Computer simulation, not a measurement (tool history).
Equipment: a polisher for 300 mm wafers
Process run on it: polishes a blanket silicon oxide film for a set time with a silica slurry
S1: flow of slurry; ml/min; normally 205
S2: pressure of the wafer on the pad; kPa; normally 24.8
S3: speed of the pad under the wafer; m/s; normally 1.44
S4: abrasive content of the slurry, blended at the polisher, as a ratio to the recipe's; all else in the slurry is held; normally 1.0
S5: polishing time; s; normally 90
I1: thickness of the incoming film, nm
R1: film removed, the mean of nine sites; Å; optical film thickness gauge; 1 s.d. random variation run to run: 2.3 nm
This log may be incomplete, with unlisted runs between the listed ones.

{"run": 1, "day": 0.0, "S1": 205, "S2": 24.8, "S3": 1.44, "S4": 1.0, "S5": 90, "I1": 1744.7, "R1": 3519}
{"run": 2, "day": 0.729, "S1": 205, "S2": 24.8, "S3": 1.68, "S4": 1.0, "S5": 90, "I1": 1738.0, "R1": 3998}
{"run": 3, "day": 1.883, "S1": 205, "S2": 24.8, "S3": 1.44, "S4": 1.0, "S5": 90, "I1": 1788.9, "R1": 3498}
{"run": 4, "day": 2.4, "S1": 205, "S2": 24.8, "S3": 1.1, "S4": 1.0, "S5": 90, "I1": 1726.3, "R1": 2891}
{"run": 5, "day": 4.025, "S1": 205, "S2": 24.8, "S3": 1.1, "S4": 1.0, "S5": 90, "I1": 1760.5, "R1": 2871}
{"run": 6, "day": 4.379, "S1": 205, "S2": 24.8, "S3": 1.1, "S4": 1.0, "S5": 90, "I1": 1738.4, "R1": 2849}
{"run": 7, "day": 4.692, "S1": 205, "S2": 24.8, "S3": 1.44, "S4": 1.0, "S5": 90, "I1": 1762.3, "R1": 3491}
{"run": 8, "day": 5.179, "S1": 205, "S2": 24.8, "S3": 1.44, "S4": 1.0, "S5": 90, "I1": 1757.8, "R1": 3542}
{"run": 9, "day": 5.796, "S1": 205, "S2": 24.8, "S3": 1.44, "S4": 1.0, "S5": 90, "I1": 1767.9, "R1": 3510}
{"run": 10, "day": 6.321, "S1": 205, "S2": 24.8, "S3": 1.68, "S4": 1.0, "S5": 90, "I1": 1791.4, "R1": 3960}
{"run": 11, "day": 8.458, "S1": 205, "S2": 24.8, "S3": 1.66, "S4": 1.0, "S5": 90, "I1": 1761.9, "R1": 3950}
{"run": 12, "day": 9.121, "S1": 205, "S2": 24.8, "S3": 1.44, "S4": 1.0, "S5": 90, "I1": 1767.1, "R1": 3563}
{"run": 13, "day": 9.575, "S1": 235, "S2": 24.8, "S3": 1.44, "S4": 1.0, "S5": 90, "I1": 1730.7, "R1": 3578}
{"run": 14, "day": 10.025, "S1": 275, "S2": 24.8, "S3": 1.06, "S4": 1.2, "S5": 90, "I1": 1771.7, "R1": 3082}
{"run": 15, "day": 10.375, "S1": 155, "S2": 24.8, "S3": 1.16, "S4": 0.9, "S5": 98, "I1": 1733.2, "R1": 2996}
{"run": 16, "day": 10.862, "S1": 205, "S2": 24.8, "S3": 1.44, "S4": 1.3, "S5": 82, "I1": 1760.2, "R1": 3573}
{"run": 17, "day": 11.4, "S1": 205, "S2": 24.8, "S3": 1.6, "S4": 1.0, "S5": 90, "I1": 1759.0, "R1": 3830}
{"run": 18, "day": 11.775, "S1": 205, "S2": 24.8, "S3": 1.44, "S4": 1.0, "S5": 90, "I1": 1757.8, "R1": 3517}
{"run": 19, "day": 12.371, "S1": 205, "S2": 24.8, "S3": 1.44, "S4": 1.0, "S5": 90, "I1": 1747.5, "R1": 3527}

Removed from this log: 9 entries logged between the listed runs. Between which two listed runs does each belong, and how does the tool's hidden state at the listed run before it compare with that at the listed run after it?
After run 2, before run 3: worn pad replaced by a new one (day 1.629)
  nothing in the hidden state changes from one run to the other
After run 3, before run 4: conditioning disc replaced and pad reconditioned (day 2.321)
  nothing in the hidden state changes from one run to the other
After run 4, before run 5: slurry blender recalibrated (day 4.004)
  nothing in the hidden state changes from one run to the other
After run 10, before run 11: worn pad replaced by a new one (day 6.917); slurry nozzle cleaned (day 6.988)
  nothing in the hidden state changes from one run to the other
After run 11, before run 12: conditioning disc replaced and pad reconditioned (day 9.054)
  nothing in the hidden state changes from one run to the other
After run 12, before run 13: head pressure recalibrated (day 9.462)
  nothing in the hidden state changes from one run to the other
After run 14, before run 15: slurry blender recalibrated (day 10.283)
  nothing in the hidden state changes from one run to the other
After run 18, before run 19: worn pad replaced by a new one (day 12.288)
  nothing in the hidden state changes from one run to the other
